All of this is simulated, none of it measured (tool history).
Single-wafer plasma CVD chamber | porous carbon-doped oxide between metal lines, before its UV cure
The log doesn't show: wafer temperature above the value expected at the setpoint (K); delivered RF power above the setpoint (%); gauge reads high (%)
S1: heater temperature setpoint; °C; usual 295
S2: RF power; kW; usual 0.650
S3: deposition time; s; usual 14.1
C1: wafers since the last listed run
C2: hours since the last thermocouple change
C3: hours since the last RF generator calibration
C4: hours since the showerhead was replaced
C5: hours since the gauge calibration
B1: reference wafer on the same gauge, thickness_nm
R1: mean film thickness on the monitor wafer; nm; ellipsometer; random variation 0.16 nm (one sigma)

run	hour	S1	S2	S3	C1	C2	C3	C4	C5	B1	R1
1	0.0	295	0.650	13.3	0	818.9	1073.9	5843.8	62.9	124.989	94.906
2	7.0	295	0.650	13.3	252	825.9	1080.9	5850.8	69.9	125.111	95.123
3	21.8	295	0.650	13.3	534	840.7	1095.7	5865.6	84.7	124.972	95.397
4	29.6	295	0.710	14.1	281	848.5	1103.5	5873.4	92.5	125.035	105.243
# hour 60.9: gauge calibrated
5	76.0	295	0.650	14.1	1675	894.9	1149.9	5919.8	15.1	125.040	100.424
6	90.9	295	0.650	14.1	538	909.8	1164.8	5934.7	30.0	125.030	100.465
7	98.8	295	0.650	14.1	285	917.7	1172.7	5942.6	37.9	125.041	100.221
# hour 114.3: showerhead replaced
8	115.6	299	0.650	14.1	317	934.5	1189.5	1.3	54.7	125.005	98.219
# hour 128.5: thermocouple changed; heater temperature recalibrated
9	129.0	307	0.650	12.6	195	0.5	1202.9	14.7	68.1	124.978	84.620
10	143.0	281	0.600	12.1	505	14.5	1216.9	28.7	82.1	124.987	89.613
# hour 161.3: RF generator calibrated
11	161.8	295	0.650	14.1	390	33.3	0.5	47.5	100.9	124.966	104.114
12	164.7	295	0.650	14.1	104	36.2	3.4	50.4	103.8	124.941	104.130
# hour 167.6: gauge calibrated
13	173.1	303	0.650	14.1	303	44.6	11.8	58.8	5.5	125.009	100.388
14	188.4	295	0.650	14.1	552	59.9	27.1	74.1	20.8	124.982	104.176
15	194.6	307	0.705	14.1	223	66.1	33.3	80.3	27.0	124.934	102.059
16	212.5	283	0.705	14.1	646	84.0	51.2	98.2	44.9	124.986	115.786

What the log doesn't show, run by run:
wafer temperature above the value expected at the setpoint (K): 0 in every run
gauge reads high (%): 0 in every run
H1: delivered RF power above the setpoint (%)
run	H1
1	-7.34
2	-7.38
3	-7.48
4	-7.53
5	-7.82
6	-7.92
7	-7.97
8	-8.07
9	-8.16
10	-8.25
11	-0.745
12	-0.764
13	-0.817
14	-0.915
15	-0.954
16	-1.07
